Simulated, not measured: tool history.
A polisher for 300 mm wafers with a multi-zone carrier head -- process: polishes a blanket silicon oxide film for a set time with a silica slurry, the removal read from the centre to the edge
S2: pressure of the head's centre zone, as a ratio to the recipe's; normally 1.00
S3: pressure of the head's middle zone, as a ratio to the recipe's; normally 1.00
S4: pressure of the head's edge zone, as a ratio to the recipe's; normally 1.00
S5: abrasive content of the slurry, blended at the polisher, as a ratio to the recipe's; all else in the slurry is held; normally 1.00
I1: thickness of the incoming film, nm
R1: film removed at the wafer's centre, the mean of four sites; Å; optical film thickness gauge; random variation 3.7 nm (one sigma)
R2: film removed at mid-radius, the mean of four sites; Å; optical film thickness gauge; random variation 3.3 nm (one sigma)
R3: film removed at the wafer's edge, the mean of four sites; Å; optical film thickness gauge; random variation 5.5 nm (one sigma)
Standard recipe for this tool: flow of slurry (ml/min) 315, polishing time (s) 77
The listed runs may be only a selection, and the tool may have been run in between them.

{"run": 1, "hour": 0.0, "flow of slurry (ml/min)": 415, "S2": 1.0, "S3": 0.92, "S4": 1.0, "S5": 1.1, "polishing time (s)": 77, "I1": 879.6, "R1": 3809, "R2": 3617, "R3": 3957}
{"hour": 11.5, "done": "slurry nozzle cleaned"}
{"hour": 45.7, "done": "worn pad replaced by a new one"}
{"run": 2, "hour": 64.1, "flow of slurry (ml/min)": 315, "S2": 1.0, "S3": 1.0, "S4": 1.0, "S5": 1.0, "polishing time (s)": 56, "I1": 867.7, "R1": 2657, "R2": 2679, "R3": 2697}
{"run": 3, "hour": 124.1, "flow of slurry (ml/min)": 315, "S2": 1.0, "S3": 1.0, "S4": 1.0, "S5": 1.0, "polishing time (s)": 77, "I1": 873.2, "R1": 3659, "R2": 3700, "R3": 3738}
{"run": 4, "hour": 192.5, "flow of slurry (ml/min)": 315, "S2": 1.0, "S3": 1.0, "S4": 1.0, "S5": 1.0, "polishing time (s)": 77, "I1": 883.7, "R1": 3651, "R2": 3758, "R3": 3789}
{"run": 5, "hour": 284.5, "flow of slurry (ml/min)": 350, "S2": 1.0, "S3": 1.0, "S4": 1.0, "S5": 0.75, "polishing time (s)": 77, "I1": 860.6, "R1": 2968, "R2": 2988, "R3": 3057}
{"run": 6, "hour": 336.1, "flow of slurry (ml/min)": 400, "S2": 0.89, "S3": 0.96, "S4": 1.0, "S5": 1.0, "polishing time (s)": 77, "I1": 873.0, "R1": 3513, "R2": 3580, "R3": 3776}
{"run": 7, "hour": 379.8, "flow of slurry (ml/min)": 315, "S2": 1.09, "S3": 1.0, "S4": 1.0, "S5": 1.0, "polishing time (s)": 77, "I1": 864.4, "R1": 3850, "R2": 3647, "R3": 3786}
{"run": 8, "hour": 449.6, "flow of slurry (ml/min)": 315, "S2": 1.0, "S3": 1.0, "S4": 0.92, "S5": 1.0, "polishing time (s)": 86, "I1": 876.8, "R1": 4053, "R2": 4095, "R3": 3960}
{"run": 9, "hour": 515.2, "flow of slurry (ml/min)": 270, "S2": 0.89, "S3": 1.0, "S4": 1.0, "S5": 1.2, "polishing time (s)": 88, "I1": 875.7, "R1": 4226, "R2": 4525, "R3": 4719}
{"run": 10, "hour": 622.8, "flow of slurry (ml/min)": 315, "S2": 1.05, "S3": 0.95, "S4": 1.0, "S5": 1.0, "polishing time (s)": 77, "I1": 857.5, "R1": 3779, "R2": 3457, "R3": 3656}
{"hour": 629.5, "done": "worn pad replaced by a new one"}
{"hour": 675.0, "done": "carrier head's membrane replaced by a new one"}
{"run": 11, "hour": 675.5, "flow of slurry (ml/min)": 315, "S2": 0.88, "S3": 1.0, "S4": 1.0, "S5": 1.0, "polishing time (s)": 77, "I1": 873.5, "R1": 3432, "R2": 3632, "R3": 3615}
{"hour": 750.9, "done": "edge zone pressure recalibrated"}
{"run": 12, "hour": 753.0, "flow of slurry (ml/min)": 210, "S2": 0.95, "S3": 1.0, "S4": 1.09, "S5": 1.25, "polishing time (s)": 77, "I1": 862.3, "R1": 3842, "R2": 3886, "R3": 4207}
{"run": 13, "hour": 792.5, "flow of slurry (ml/min)": 375, "S2": 0.9, "S3": 0.91, "S4": 1.0, "S5": 1.0, "polishing time (s)": 77, "I1": 876.1, "R1": 3534, "R2": 3359, "R3": 3754}
{"run": 14, "hour": 852.3, "flow of slurry (ml/min)": 315, "S2": 1.0, "S3": 1.0, "S4": 1.0, "S5": 1.0, "polishing time (s)": 77, "I1": 864.7, "R1": 3600, "R2": 3553, "R3": 3678}
{"hour": 858.0, "done": "slurry nozzle cleaned"}
{"run": 15, "hour": 956.8, "flow of slurry (ml/min)": 315, "S2": 1.0, "S3": 1.0, "S4": 1.0, "S5": 1.0, "polishing time (s)": 77, "I1": 874.6, "R1": 3862, "R2": 3668, "R3": 3761}
{"hour": 977.1, "done": "centre zone pressure recalibrated"}
{"run": 16, "hour": 1004.6, "flow of slurry (ml/min)": 315, "S2": 1.0, "S3": 1.0, "S4": 1.0, "S5": 1.0, "polishing time (s)": 77, "I1": 882.5, "R1": 3583, "R2": 3711, "R3": 3747}
{"run": 17, "hour": 1082.4, "flow of slurry (ml/min)": 315, "S2": 0.91, "S3": 0.91, "S4": 1.03, "S5": 0.85, "polishing time (s)": 77, "I1": 861.6, "R1": 3064, "R2": 3056, "R3": 3374}
{"hour": 1168.7, "done": "worn pad replaced by a new one"}
{"run": 18, "hour": 1169.2, "flow of slurry (ml/min)": 315, "S2": 1.0, "S3": 1.0, "S4": 1.0, "S5": 1.0, "polishing time (s)": 77, "I1": 875.0, "R1": 3629, "R2": 3695, "R3": 3691}
{"run": 19, "hour": 1222.4, "flow of slurry (ml/min)": 315, "S2": 1.0, "S3": 1.0, "S4": 1.0, "S5": 1.0, "polishing time (s)": 77, "I1": 875.1, "R1": 3523, "R2": 3646, "R3": 3755}
{"run": 20, "hour": 1300.5, "flow of slurry (ml/min)": 205, "S2": 1.12, "S3": 1.08, "S4": 0.97, "S5": 1.0, "polishing time (s)": 77, "I1": 873.6, "R1": 3699, "R2": 3758, "R3": 3614}

For each run, what was the tool's unlogged condition?
removal rate lost through wear of the pad, %: 0, the same for each run
deviation of the edge zone's pressure from its setpoint, %: 0, the same for each run
H1: slurry flow missing at the pad, %
H2: deviation of the centre zone's pressure from its setpoint, %
run=1 H1=35.3 H2=1.15
run=2 H1=4.46 H2=1.41
run=3 H1=7.57 H2=1.76
run=4 H1=11.1 H2=2.27
run=5 H1=15.9 H2=3.14
run=6 H1=18.6 H2=3.72
run=7 H1=20.8 H2=4.26
run=8 H1=24.5 H2=5.24
run=9 H1=27.9 H2=6.27
run=10 H1=33.4 H2=8.2
run=11 H1=36.2 H2=9.25
run=12 H1=40.2 H2=10.9
run=13 H1=42.2 H2=11.8
run=14 H1=45.3 H2=13.3
run=15 H1=6.57 H2=16.1
run=16 H1=9.05 H2=-0.0857
run=17 H1=13.1 H2=0.0465
run=18 H1=17.6 H2=0.377
run=19 H1=20.3 H2=0.674
run=20 H1=24.4 H2=1.24
